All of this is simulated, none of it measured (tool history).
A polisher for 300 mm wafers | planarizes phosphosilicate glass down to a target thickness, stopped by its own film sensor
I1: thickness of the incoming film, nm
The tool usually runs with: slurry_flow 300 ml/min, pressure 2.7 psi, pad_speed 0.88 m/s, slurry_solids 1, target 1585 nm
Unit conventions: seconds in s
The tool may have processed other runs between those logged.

{"run": 1, "hour": 0.0, "slurry_flow": 300, "pressure": 3.2, "pad_speed": 0.88, "slurry_solids": 1, "target": 1585, "I1": 2158.1, "seconds": 84.2}
{"hour": 1.2, "done": "slurry nozzle cleaned"}
{"hour": 20.4, "done": "head pressure recalibrated"}
{"run": 2, "hour": 38.6, "slurry_flow": 300, "pressure": 3.2, "pad_speed": 0.88, "slurry_solids": 1, "target": 1585, "I1": 2200.6, "seconds": 84.7}
{"run": 3, "hour": 104.5, "slurry_flow": 300, "pressure": 2.7, "pad_speed": 0.88, "slurry_solids": 1, "target": 1585, "I1": 2126.1, "seconds": 90.9}
{"run": 4, "hour": 158.2, "slurry_flow": 300, "pressure": 2.7, "pad_speed": 0.88, "slurry_solids": 1, "target": 1585, "I1": 2194.4, "seconds": 104.8}
{"run": 5, "hour": 188.2, "slurry_flow": 205, "pressure": 2.7, "pad_speed": 0.58, "slurry_solids": 1.25, "target": 1585, "I1": 2159.9, "seconds": 117}
{"run": 6, "hour": 238.1, "slurry_flow": 330, "pressure": 2.2, "pad_speed": 1.1, "slurry_solids": 0.7, "target": 1585, "I1": 2147.9, "seconds": 137.3}
{"hour": 247.8, "done": "slurry blender recalibrated"}
{"run": 7, "hour": 272.6, "slurry_flow": 370, "pressure": 2.7, "pad_speed": 1.04, "slurry_solids": 1.2, "target": 1773, "I1": 2170.3, "seconds": 51.8}
{"hour": 318.0, "done": "worn pad replaced by a new one"}
{"run": 8, "hour": 323.4, "slurry_flow": 385, "pressure": 2.7, "pad_speed": 0.88, "slurry_solids": 1, "target": 1585, "I1": 2192.5, "seconds": 97.7}
{"run": 9, "hour": 365.3, "slurry_flow": 300, "pressure": 2.7, "pad_speed": 1, "slurry_solids": 1, "target": 1585, "I1": 2160.6, "seconds": 87.9}
{"run": 10, "hour": 394.9, "slurry_flow": 300, "pressure": 2.7, "pad_speed": 0.88, "slurry_solids": 1, "target": 1723, "I1": 2143.8, "seconds": 71}
{"hour": 449.5, "done": "conditioning disc replaced and pad reconditioned"}
{"run": 11, "hour": 459.3, "slurry_flow": 300, "pressure": 2.7, "pad_speed": 0.88, "slurry_solids": 1, "target": 1585, "I1": 2174.4, "seconds": 98.6}
{"run": 12, "hour": 518.7, "slurry_flow": 300, "pressure": 2.7, "pad_speed": 0.64, "slurry_solids": 1, "target": 1585, "I1": 2162.5, "seconds": 118.4}
{"run": 13, "hour": 580.9, "slurry_flow": 300, "pressure": 2.7, "pad_speed": 1.08, "slurry_solids": 1, "target": 1585, "I1": 2138, "seconds": 82.9}
{"hour": 600.2, "done": "head pressure recalibrated"}
{"run": 14, "hour": 621.5, "slurry_flow": 300, "pressure": 2.7, "pad_speed": 0.88, "slurry_solids": 1, "target": 1712, "I1": 2150.6, "seconds": 76.6}
{"run": 15, "hour": 649.6, "slurry_flow": 300, "pressure": 2.7, "pad_speed": 0.88, "slurry_solids": 0.75, "target": 1585, "I1": 2157.9, "seconds": 123.9}
{"run": 16, "hour": 686.9, "slurry_flow": 300, "pressure": 2.7, "pad_speed": 0.88, "slurry_solids": 1, "target": 1585, "I1": 2124.4, "seconds": 95.8}
{"hour": 713.9, "done": "slurry blender recalibrated"}
{"run": 17, "hour": 723.7, "slurry_flow": 355, "pressure": 2, "pad_speed": 0.88, "slurry_solids": 1.15, "target": 1722, "I1": 2140.9, "seconds": 87.9}
{"hour": 776.2, "done": "worn pad replaced by a new one"}
{"run": 18, "hour": 782.6, "slurry_flow": 345, "pressure": 2.7, "pad_speed": 0.88, "slurry_solids": 1.2, "target": 1766, "I1": 2141.7, "seconds": 57.6}
{"hour": 784.6, "done": "slurry nozzle cleaned"}
{"run": 19, "hour": 829.1, "slurry_flow": 300, "pressure": 3, "pad_speed": 0.74, "slurry_solids": 1, "target": 1503, "I1": 2177.9, "seconds": 111.2}
{"hour": 833.6, "done": "conditioning disc replaced and pad reconditioned"}
{"run": 20, "hour": 880.2, "slurry_flow": 300, "pressure": 2.7, "pad_speed": 0.88, "slurry_solids": 1, "target": 1585, "I1": 2153.5, "seconds": 92.9}
{"run": 21, "hour": 928.3, "slurry_flow": 300, "pressure": 2.7, "pad_speed": 0.88, "slurry_solids": 0.7, "target": 1585, "I1": 2154.8, "seconds": 121.5}
{"run": 22, "hour": 960.4, "slurry_flow": 360, "pressure": 2.7, "pad_speed": 1.04, "slurry_solids": 1, "target": 1585, "I1": 2161.9, "seconds": 86.1}
{"run": 23, "hour": 1019.0, "slurry_flow": 300, "pressure": 2.1, "pad_speed": 0.88, "slurry_solids": 1, "target": 1585, "I1": 2151.8, "seconds": 121.7}
{"run": 24, "hour": 1056.7, "slurry_flow": 300, "pressure": 3.4, "pad_speed": 0.88, "slurry_solids": 1, "target": 1585, "I1": 2130.7, "seconds": 74}
{"hour": 1082.4, "done": "head pressure recalibrated"}
{"hour": 1089.7, "done": "slurry blender recalibrated"}
{"run": 25, "hour": 1114.7, "slurry_flow": 255, "pressure": 3.4, "pad_speed": 0.6, "slurry_solids": 1, "target": 1427, "I1": 2149.3, "seconds": 120.4}
{"hour": 1147.3, "done": "worn pad replaced by a new one"}
{"run": 26, "hour": 1182.8, "slurry_flow": 300, "pressure": 2.7, "pad_speed": 0.88, "slurry_solids": 0.8, "target": 1585, "I1": 2142.9, "seconds": 107.2}

Alternative continuations, all from the tool just after run 26; predict every row:
{"run": "A", "hour": 1183.2, "slurry_flow": 390, "pressure": 2.7, "pad_speed": 0.88, "slurry_solids": 1, "target": 1585, "I1": 2156.1, "seconds": "?"}
{"run": "B", "hour": 1183.2, "slurry_flow": 300, "pressure": 1.8, "pad_speed": 0.88, "slurry_solids": 1.2, "target": 1476, "I1": 2156.1, "seconds": "?"}
{"run": "C", "hour": 1183.2, "slurry_flow": 250, "pressure": 2.7, "pad_speed": 0.88, "slurry_solids": 1, "target": 1643, "I1": 2156.1, "seconds": "?"}

run=A seconds=92.4
run=B seconds=153
run=C seconds=86.5
Stripped of hidden state, with their random variation kept, the same runs would have yielded:
run=A seconds=89.4
run=B seconds=147.2
run=C seconds=82.8
